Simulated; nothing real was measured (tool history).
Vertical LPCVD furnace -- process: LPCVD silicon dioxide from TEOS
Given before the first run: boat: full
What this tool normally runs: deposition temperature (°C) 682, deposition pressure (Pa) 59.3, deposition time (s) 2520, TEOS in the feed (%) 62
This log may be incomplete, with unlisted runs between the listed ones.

run    hour  deposition temperature (°C)  deposition pressure (Pa)  deposition time (s)  TEOS in the feed (%)  wafers since the last listed run  hours since the last temperature calibration  hours since the pressure gauge was zeroed  hours since the TEOS flow controller was replaced  hours since the gauge calibration  read-back reference wafer on the same gauge, thickness  film thickness on the monitor wafer in the middle of the boat (nm)
  1     0.0                          682                      59.3                 2520                    62                                 0                                        1793.4                                      316.4                                             4535.0                             1081.2                                                  203.99                                                              262.83
  2    93.3                          682                      59.3                 2520                    62                              1406                                        1886.7                                      409.7                                             4628.3                             1174.5                                                  204.12                                                              261.93
  3   178.1                          682                      59.3                 2520                    62                              1278                                        1971.5                                      494.5                                             4713.1                             1259.3                                                  204.07                                                              262.90
  4   267.2                          682                      69.3                 2520                    62                              1343                                        2060.6                                      583.6                                             4802.2                             1348.4                                                  203.81                                                              287.37
  5   338.3                          682                      69.3                 2520                    62                              1071                                        2131.7                                      654.7                                             4873.3                             1419.5                                                  203.93                                                              284.15
  6   399.1                          682                      69.3                 2520                    62                               916                                        2192.5                                      715.5                                             4934.1                             1480.3                                                  203.75                                                              285.53
  7   456.3                          682                      52.0                 2520                    62                               862                                        2249.7                                      772.7                                             4991.3                             1537.5                                                  203.88                                                              246.91
  8   528.7                          682                      52.0                 2520                    62                              1091                                        2322.1                                      845.1                                             5063.7                             1609.9                                                  203.68                                                              246.41
  9   574.2                          682                      59.3                 3060                    62                               685                                        2367.6                                      890.6                                             5109.2                             1655.4                                                  203.90                                                              318.99
 10   610.4                          682                      59.3                 2520                    62                               545                                        2403.8                                      926.8                                             5145.4                             1691.6                                                  204.07                                                              260.37
 11   667.7                          682                      59.3                 2520                    62                               863                                        2461.1                                      984.1                                             5202.7                             1748.9                                                  204.13                                                              260.91
 12   736.3                          682                      59.3                 3270                    62                              1034                                        2529.7                                     1052.7                                             5271.3                             1817.5                                                  204.05                                                              341.42
      798.7  -- gauge calibrated
 13   820.7                          682                      59.3                 1890                    68                              1272                                        2614.1                                     1137.1                                             5355.7                               22.0                                                  204.00                                                              205.34
 14   993.8                          673                      54.0                 2520                    71                              2609                                        2787.2                                     1310.2                                             5528.8                              195.1                                                  204.08                                                              213.52
     1032.7  -- pressure gauge zeroed
     1104.1  -- thermocouples replaced and temperature profile calibrated
 15  1104.6                          682                      59.3                 3270                    62                               946                                           0.5                                       71.9                                             5639.6                              305.9                                                  203.95                                                              329.15
 16  1161.7                          671                      59.3                 2520                    51                               860                                          57.6                                      129.0                                             5696.7                              363.0                                                  204.03                                                              173.41
 17  1198.2                          682                      59.3                 2520                    62                               550                                          94.1                                      165.5                                             5733.2                              399.5                                                  203.96                                                              252.07
     1234.7  -- TEOS flow controller replaced
 18  1238.2                          682                      73.3                 2820                    67                               241                                         134.1                                      205.5                                                3.5                              439.5                                                  203.78                                                              329.68
 19  1317.0                          682                      59.3                 2520                    62                              1187                                         212.9                                      284.3                                               82.3                              518.3                                                  204.07                                                              254.22
 20  1496.7                          676                      71.3                 3090                    56                              2709                                         392.6                                      464.0                                              262.0                              698.0                                                  203.95                                                              283.07
 21  1602.6                          682                      59.3                 2520                    62                              1596                                         498.5                                      569.9                                              367.9                              803.9                                                  203.93                                                              253.60
 22  1681.6                          682                      55.3                 2520                    73                              1190                                         577.5                                      648.9                                              446.9                              882.9                                                  204.04                                                              271.64

3 options for the next run, each taken on its own from the tool as it stands now. Forecast them:
  A  1686.7                          682                      59.3                 2520                    62                                76                                         582.6                                      654.0                                              452.0                              888.0                                                       ?                                                                   ?
  B  1686.7                          682                      59.3                 3210                    72                                76                                         582.6                                      654.0                                              452.0                              888.0                                                       ?                                                                   ?
  C  1686.7                          682                      67.3                 2520                    62                                76                                         582.6                                      654.0                                              452.0                              888.0                                                       ?                                                                   ?

run  read-back reference wafer on the same gauge, thickness  film thickness on the monitor wafer in the middle of the boat (nm)
  A                                                  204.06                                                              256.68
  B                                                  204.06                                                              352.35
  C                                                  204.06                                                              273.48
The same runs, with their run-to-run variation unchanged, on a tool lacking any hidden condition would have given:
run  film thickness on the monitor wafer in the middle of the boat (nm)
  A                                                              248.37
  B                                                              340.94
  C                                                              264.59
